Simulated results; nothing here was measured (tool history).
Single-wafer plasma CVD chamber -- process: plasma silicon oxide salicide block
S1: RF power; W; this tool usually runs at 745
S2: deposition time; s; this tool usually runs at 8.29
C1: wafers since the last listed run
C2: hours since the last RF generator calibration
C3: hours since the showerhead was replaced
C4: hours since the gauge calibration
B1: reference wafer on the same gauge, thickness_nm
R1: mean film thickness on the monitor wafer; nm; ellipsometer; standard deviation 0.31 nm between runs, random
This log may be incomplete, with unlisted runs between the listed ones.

| run | hour | S1 | S2 | C1 | C2 | C3 | C4 | B1 | R1 |
|---|---|---|---|---|---|---|---|---|---|
| 1 | 0 | 710 | 7.3 | 0 | 373.5 | 4555.3 | 691.6 | 78.609 | 76.155 |
| 2 | 35.3 | 745 | 8.29 | 908 | 408.8 | 4590.6 | 726.9 | 78.61 | 86.683 |
| 3 | 77.1 | 745 | 8.29 | 1075 | 450.6 | 4632.4 | 768.7 | 78.489 | 86.778 |
| 4 | 119.7 | 745 | 8.29 | 1096 | 493.2 | 4675 | 811.3 | 78.527 | 86.837 |
| 5 | 156.2 | 745 | 8.29 | 939 | 529.7 | 4711.5 | 847.8 | 78.546 | 86.351 |
| 6 | 214.8 | 745 | 8.29 | 1507 | 588.3 | 4770.1 | 906.4 | 78.594 | 87.225 |
| 7 | 267.7 | 745 | 8.29 | 1361 | 641.2 | 4823 | 959.3 | 78.531 | 86.87 |
| 8 | 320 | 745 | 8.29 | 1345 | 693.5 | 4875.3 | 1011.6 | 78.648 | 86.852 |
| 9 | 369.4 | 745 | 8.29 | 1271 | 742.9 | 4924.7 | 1061 | 78.593 | 87.016 |
| 10 | 401.2 | 745 | 8.29 | 818 | 774.7 | 4956.5 | 1092.8 | 78.483 | 86.426 |
|  | 461.5 | gauge calibrated |
| 11 | 463.9 | 745 | 8.29 | 1613 | 837.4 | 5019.2 | 2.4 | 78.649 | 86.982 |
| 12 | 505.9 | 745 | 8.29 | 1080 | 879.4 | 5061.2 | 44.4 | 78.579 | 86.694 |
| 13 | 566.9 | 795 | 8.29 | 1569 | 940.4 | 5122.2 | 105.4 | 78.576 | 88.477 |
| 14 | 619.6 | 595 | 8.29 | 1356 | 993.1 | 5174.9 | 158.1 | 78.519 | 82.613 |
| 15 | 667.2 | 620 | 8.29 | 1224 | 1040.7 | 5222.5 | 205.7 | 78.422 | 83.191 |
| 16 | 731.4 | 665 | 8.29 | 1651 | 1104.9 | 5286.7 | 269.9 | 78.61 | 84.733 |
| 17 | 763.2 | 745 | 8.29 | 818 | 1136.7 | 5318.5 | 301.7 | 78.632 | 86.585 |
|  | 784.9 | RF generator calibrated |
| 18 | 804.5 | 645 | 9.17 | 856 | 19.6 | 5359.8 | 343 | 78.457 | 93.912 |
|  | 839.2 | showerhead replaced |
| 19 | 862.4 | 745 | 9.19 | 1284 | 77.5 | 23.2 | 400.9 | 78.659 | 97.954 |
| 20 | 909.1 | 805 | 7.49 | 1201 | 124.2 | 69.9 | 447.6 | 78.666 | 80.773 |
| 21 | 945.9 | 850 | 7.84 | 946 | 161 | 106.7 | 484.4 | 78.593 | 85.091 |
| 22 | 992.1 | 745 | 8.29 | 1188 | 207.2 | 152.9 | 530.6 | 78.565 | 87.446 |
| 23 | 1041.3 | 745 | 8.29 | 1266 | 256.4 | 202.1 | 579.8 | 78.665 | 87.681 |
| 24 | 1067 | 670 | 9.83 | 661 | 282.1 | 227.8 | 605.5 | 78.578 | 101.416 |

Each row is a separate what-if for the run after 24, all from the same tool condition, not one after another. Results?
| A | 1067.4 | 745 | 8.29 | 10 | 282.5 | 228.2 | 605.9 | ? | ? |
| B | 1067.4 | 705 | 6.95 | 10 | 282.5 | 228.2 | 605.9 | ? | ? |
| C | 1067.4 | 675 | 6.64 | 10 | 282.5 | 228.2 | 605.9 | ? | ? |

| run | B1 | R1 |
|---|---|---|
| A | 78.611 | 87.267 |
| B | 78.611 | 72.279 |
| C | 78.611 | 68.407 |
Stripped of hidden state, with their random variation kept, the same runs would have yielded:
| run | R1 |
|---|---|
| A | 88.409 |
| B | 73.225 |
| C | 69.302 |
